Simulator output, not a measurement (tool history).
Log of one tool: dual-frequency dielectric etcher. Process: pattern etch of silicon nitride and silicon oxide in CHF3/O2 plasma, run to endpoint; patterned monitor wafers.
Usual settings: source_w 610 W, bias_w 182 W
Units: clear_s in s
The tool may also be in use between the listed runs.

run,day,source_w,bias_w,"incoming incoming film thickness, nm",clear_s
1,0.000,610,182,159.2,116.2
2,1.667,610,182,159.4,114.0
# day 6.871: wet clean of the chamber
3,6.892,610,182,159.1,110.7
4,7.867,610,207,157.9,106.7
5,9.896,610,207,159.6,106.7
6,13.929,610,182,158.3,111.4
7,15.808,610,182,159.1,113.8
8,18.850,610,182,158.3,113.0
# day 22.633: upper electrode replaced
9,22.654,610,182,161.3,116.0
10,24.833,550,209,158.7,112.2
11,28.988,610,150,158.9,123.2
12,31.796,610,182,158.6,117.8
# day 33.671: wet clean of the chamber
13,33.942,530,141,160.0,128.3
14,38.429,610,208,160.3,106.6
# day 40.912: source power generator calibrated
15,41.554,610,182,158.8,111.0
# day 42.000: bias power generator calibrated
16,45.542,610,207,158.9,107.9
17,49.117,610,182,157.9,112.3
18,52.617,670,195,157.9,107.6
19,55.762,570,148,159.7,127.5

What the log doesn't show, run by run:
source power that arrives over what is set, %: 0 in every run
bias power that arrives over what is set, %: 0 in every run
H1: etch rate over this chamber's usual, %
run,H1
1,-4.22
2,-4.56
3,-0.656
4,-0.852
5,-1.26
6,-2.07
7,-2.45
8,-3.06
9,-3.83
10,-4.26
11,-5.1
12,-5.66
13,0.048
14,-0.854
15,-1.48
16,-2.28
17,-3
18,-3.71
19,-4.34
